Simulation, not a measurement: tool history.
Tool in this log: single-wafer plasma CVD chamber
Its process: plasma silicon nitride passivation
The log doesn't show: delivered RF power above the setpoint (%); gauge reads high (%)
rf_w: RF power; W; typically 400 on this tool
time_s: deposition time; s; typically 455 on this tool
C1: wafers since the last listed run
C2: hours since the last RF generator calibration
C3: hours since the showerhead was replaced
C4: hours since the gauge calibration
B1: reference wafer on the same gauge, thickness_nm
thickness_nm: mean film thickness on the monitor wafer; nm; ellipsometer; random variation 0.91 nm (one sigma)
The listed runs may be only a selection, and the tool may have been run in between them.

run 1 hour=0 | rf_w=400 time_s=455 | C1=0 C2=935.5 C3=4357.4 C4=15.9 | B1=675.357 | thickness_nm=591.487
run 2 hour=9.7 | rf_w=400 time_s=455 | C1=45 C2=945.2 C3=4367.1 C4=25.6 | B1=674.534 | thickness_nm=590.045
run 3 hour=22.1 | rf_w=400 time_s=513 | C1=57 C2=957.6 C3=4379.5 C4=38 | B1=675.537 | thickness_nm=666.111
run 4 hour=31.2 | rf_w=400 time_s=455 | C1=42 C2=966.7 C3=4388.6 C4=47.1 | B1=675.283 | thickness_nm=590.029
run 5 hour=42.4 | rf_w=400 time_s=455 | C1=52 C2=977.9 C3=4399.8 C4=58.3 | B1=675.196 | thickness_nm=590.78
run 6 hour=52.3 | rf_w=400 time_s=455 | C1=45 C2=987.8 C3=4409.7 C4=68.2 | B1=675.061 | thickness_nm=591.588
run 7 hour=68.8 | rf_w=355 time_s=455 | C1=76 C2=1004.3 C3=4426.2 C4=84.7 | B1=675.088 | thickness_nm=574.455
run 8 hour=77.7 | rf_w=355 time_s=455 | C1=41 C2=1013.2 C3=4435.1 C4=93.6 | B1=675.331 | thickness_nm=572.949
-- hour=91.6 RF generator calibrated
run 9 hour=92.1 | rf_w=355 time_s=455 | C1=29 C2=0.5 C3=4449.5 C4=108 | B1=675.089 | thickness_nm=587.693
run 10 hour=99.3 | rf_w=400 time_s=455 | C1=33 C2=7.7 C3=4456.7 C4=115.2 | B1=675.288 | thickness_nm=603.96
run 11 hour=105.3 | rf_w=400 time_s=455 | C1=27 C2=13.7 C3=4462.7 C4=121.2 | B1=675.148 | thickness_nm=605.431
run 12 hour=111.5 | rf_w=400 time_s=455 | C1=28 C2=19.9 C3=4468.9 C4=127.4 | B1=675.106 | thickness_nm=604.196
run 13 hour=120.1 | rf_w=400 time_s=455 | C1=39 C2=28.5 C3=4477.5 C4=136 | B1=675.215 | thickness_nm=603.271
run 14 hour=130.5 | rf_w=400 time_s=455 | C1=48 C2=38.9 C3=4487.9 C4=146.4 | B1=675.612 | thickness_nm=603.639
run 15 hour=147.5 | rf_w=400 time_s=455 | C1=78 C2=55.9 C3=4504.9 C4=163.4 | B1=674.844 | thickness_nm=602.201
-- hour=162.8 showerhead replaced
run 16 hour=163.3 | rf_w=470 time_s=541 | C1=36 C2=71.7 C3=0.5 C4=179.2 | B1=675.189 | thickness_nm=746.089
run 17 hour=174.3 | rf_w=345 time_s=421 | C1=51 C2=82.7 C3=11.5 C4=190.2 | B1=674.758 | thickness_nm=536.265
run 18 hour=191.4 | rf_w=335 time_s=391 | C1=79 C2=99.8 C3=28.6 C4=207.3 | B1=674.975 | thickness_nm=495.978
run 19 hour=199.1 | rf_w=380 time_s=402 | C1=35 C2=107.5 C3=36.3 C4=215 | B1=675.116 | thickness_nm=525.996
run 20 hour=205.9 | rf_w=355 time_s=455 | C1=31 C2=114.3 C3=43.1 C4=221.8 | B1=674.947 | thickness_nm=583.487
run 21 hour=215.6 | rf_w=425 time_s=491 | C1=45 C2=124 C3=52.8 C4=231.5 | B1=674.969 | thickness_nm=658.317
-- hour=220.6 gauge calibrated
run 22 hour=228.8 | rf_w=460 time_s=455 | C1=61 C2=137.2 C3=66 C4=8.2 | B1=674.859 | thickness_nm=622.96
run 23 hour=241.5 | rf_w=420 time_s=524 | C1=58 C2=149.9 C3=78.7 C4=20.9 | B1=674.439 | thickness_nm=699.694
run 24 hour=251.4 | rf_w=475 time_s=491 | C1=45 C2=159.8 C3=88.6 C4=30.8 | B1=674.875 | thickness_nm=677.246
run 25 hour=258.9 | rf_w=400 time_s=455 | C1=34 C2=167.3 C3=96.1 C4=38.3 | B1=675.082 | thickness_nm=599.034
run 26 hour=272.5 | rf_w=425 time_s=399 | C1=63 C2=180.9 C3=109.7 C4=51.9 | B1=674.545 | thickness_nm=533.688
run 27 hour=285.7 | rf_w=440 time_s=455 | C1=61 C2=194.1 C3=122.9 C4=65.1 | B1=675.347 | thickness_nm=614.748

Below are 5 alternative next runs, each starting from the tool's condition after run 27. Predict each:
run A hour=286.2 | rf_w=455 time_s=455 | C1=2 C2=194.6 C3=123.4 C4=65.6 | B1=? | thickness_nm=?
run B hour=286.2 | rf_w=400 time_s=535 | C1=2 C2=194.6 C3=123.4 C4=65.6 | B1=? | thickness_nm=?
run C hour=286.2 | rf_w=435 time_s=374 | C1=2 C2=194.6 C3=123.4 C4=65.6 | B1=? | thickness_nm=?
run D hour=286.2 | rf_w=360 time_s=376 | C1=2 C2=194.6 C3=123.4 C4=65.6 | B1=? | thickness_nm=?
run E hour=286.2 | rf_w=400 time_s=387 | C1=2 C2=194.6 C3=123.4 C4=65.6 | B1=? | thickness_nm=?

run=A B1=674.857 thickness_nm=617.424
run=B B1=674.857 thickness_nm=703.127
run=C B1=674.857 thickness_nm=501.836
run=D B1=674.857 thickness_nm=481.665
run=E B1=674.857 thickness_nm=508.617
Without the tool's unlogged condition, the same runs would have read:
run=A thickness_nm=623.724
run=B thickness_nm=710.302
run=C thickness_nm=506.956
run=D thickness_nm=486.579
run=E thickness_nm=513.807

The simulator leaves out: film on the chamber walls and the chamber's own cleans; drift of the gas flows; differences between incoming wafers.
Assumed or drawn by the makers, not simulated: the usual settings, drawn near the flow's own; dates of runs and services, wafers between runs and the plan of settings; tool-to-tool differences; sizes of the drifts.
